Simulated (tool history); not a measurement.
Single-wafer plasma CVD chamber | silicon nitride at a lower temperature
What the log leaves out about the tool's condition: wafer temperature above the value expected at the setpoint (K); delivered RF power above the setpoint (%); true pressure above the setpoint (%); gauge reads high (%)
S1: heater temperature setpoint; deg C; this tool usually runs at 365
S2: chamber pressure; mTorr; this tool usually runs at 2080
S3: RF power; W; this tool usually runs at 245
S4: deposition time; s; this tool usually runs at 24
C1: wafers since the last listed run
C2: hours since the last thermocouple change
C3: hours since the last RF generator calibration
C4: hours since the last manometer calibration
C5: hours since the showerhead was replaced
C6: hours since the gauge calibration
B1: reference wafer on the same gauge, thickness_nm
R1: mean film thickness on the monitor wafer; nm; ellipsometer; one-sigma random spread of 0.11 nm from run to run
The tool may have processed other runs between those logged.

| run | day | S1 | S2 | S3 | S4 | C1 | C2 | C3 | C4 | C5 | C6 | B1 | R1 |
|---|---|---|---|---|---|---|---|---|---|---|---|---|---|
| 1 | 0 | 365 | 2080 | 245 | 24 | 0 | 373.7 | 1929.9 | 2504.2 | 7539.9 | 491.7 | 23.109 | 25.537 |
| 2 | 1.833 | 365 | 2080 | 245 | 24 | 598 | 417.7 | 1973.9 | 2548.2 | 7583.9 | 535.7 | 23.115 | 25.37 |
| 3 | 3.546 | 365 | 2080 | 245 | 24 | 558 | 458.8 | 2015 | 2589.3 | 7625 | 576.8 | 23.111 | 25.222 |
| 4 | 6.288 | 365 | 2080 | 215 | 24 | 894 | 524.6 | 2080.8 | 2655.1 | 7690.8 | 642.6 | 23.071 | 21.88 |
| 5 | 8.825 | 365 | 2080 | 245 | 24 | 827 | 585.5 | 2141.7 | 2716 | 7751.7 | 703.5 | 23.125 | 24.967 |
|  | 9.175 | showerhead replaced |
|  | 10.267 | RF generator calibrated |
| 6 | 10.288 | 369 | 2080 | 260 | 24 | 259 | 620.6 | 0.5 | 2751.1 | 26.7 | 738.6 | 23.097 | 28.302 |
|  | 11.1 | capacitance manometer re-zeroed and calibrated |
| 7 | 11.879 | 369 | 2080 | 260 | 24 | 410 | 658.8 | 38.7 | 18.7 | 64.9 | 776.8 | 23.113 | 28.498 |
|  | 12.983 | gauge calibrated |
| 8 | 13.575 | 365 | 1890 | 200 | 24 | 553 | 699.5 | 79.4 | 59.4 | 105.6 | 14.2 | 23.1 | 20.845 |
| 9 | 16.483 | 370 | 2470 | 280 | 24 | 948 | 769.3 | 149.2 | 129.2 | 175.4 | 84 | 23.106 | 32.135 |
| 10 | 18.283 | 365 | 1950 | 290 | 24 | 587 | 812.5 | 192.4 | 172.4 | 218.6 | 127.2 | 23.095 | 30.66 |
| 11 | 19.321 | 365 | 2080 | 245 | 24 | 338 | 837.4 | 217.3 | 197.3 | 243.5 | 152.1 | 23.086 | 26.981 |
|  | 19.958 | thermocouple changed; heater temperature recalibrated |
| 12 | 21.775 | 365 | 2530 | 275 | 24 | 691 | 43.6 | 276.2 | 256.2 | 302.4 | 211 | 23.13 | 31.866 |
| 13 | 24.138 | 365 | 2080 | 285 | 27.8 | 770 | 100.3 | 332.9 | 312.9 | 359.1 | 267.7 | 23.102 | 35.519 |
| 14 | 26.167 | 378 | 2080 | 245 | 24 | 661 | 149 | 381.6 | 361.6 | 407.8 | 316.4 | 23.104 | 26.669 |

4 options for the next run, each taken on its own from the tool as it stands now. Forecast them:
| A | 26.183 | 360 | 2080 | 245 | 24 | 5 | 149.4 | 382 | 362 | 408.2 | 316.8 | ? | ? |
| B | 26.183 | 365 | 2480 | 290 | 24 | 5 | 149.4 | 382 | 362 | 408.2 | 316.8 | ? | ? |
| C | 26.183 | 378 | 2600 | 245 | 24 | 5 | 149.4 | 382 | 362 | 408.2 | 316.8 | ? | ? |
| D | 26.183 | 375 | 2080 | 270 | 24 | 5 | 149.4 | 382 | 362 | 408.2 | 316.8 | ? | ? |

| run | B1 | R1 |
|---|---|---|
| A | 23.111 | 26.803 |
| B | 23.111 | 33.118 |
| C | 23.111 | 28.56 |
| D | 23.111 | 29.192 |
Had the tool no hidden state, the same runs would have come out as:
| run | R1 |
|---|---|
| A | 26.902 |
| B | 33.233 |
| C | 28.666 |
| D | 29.296 |

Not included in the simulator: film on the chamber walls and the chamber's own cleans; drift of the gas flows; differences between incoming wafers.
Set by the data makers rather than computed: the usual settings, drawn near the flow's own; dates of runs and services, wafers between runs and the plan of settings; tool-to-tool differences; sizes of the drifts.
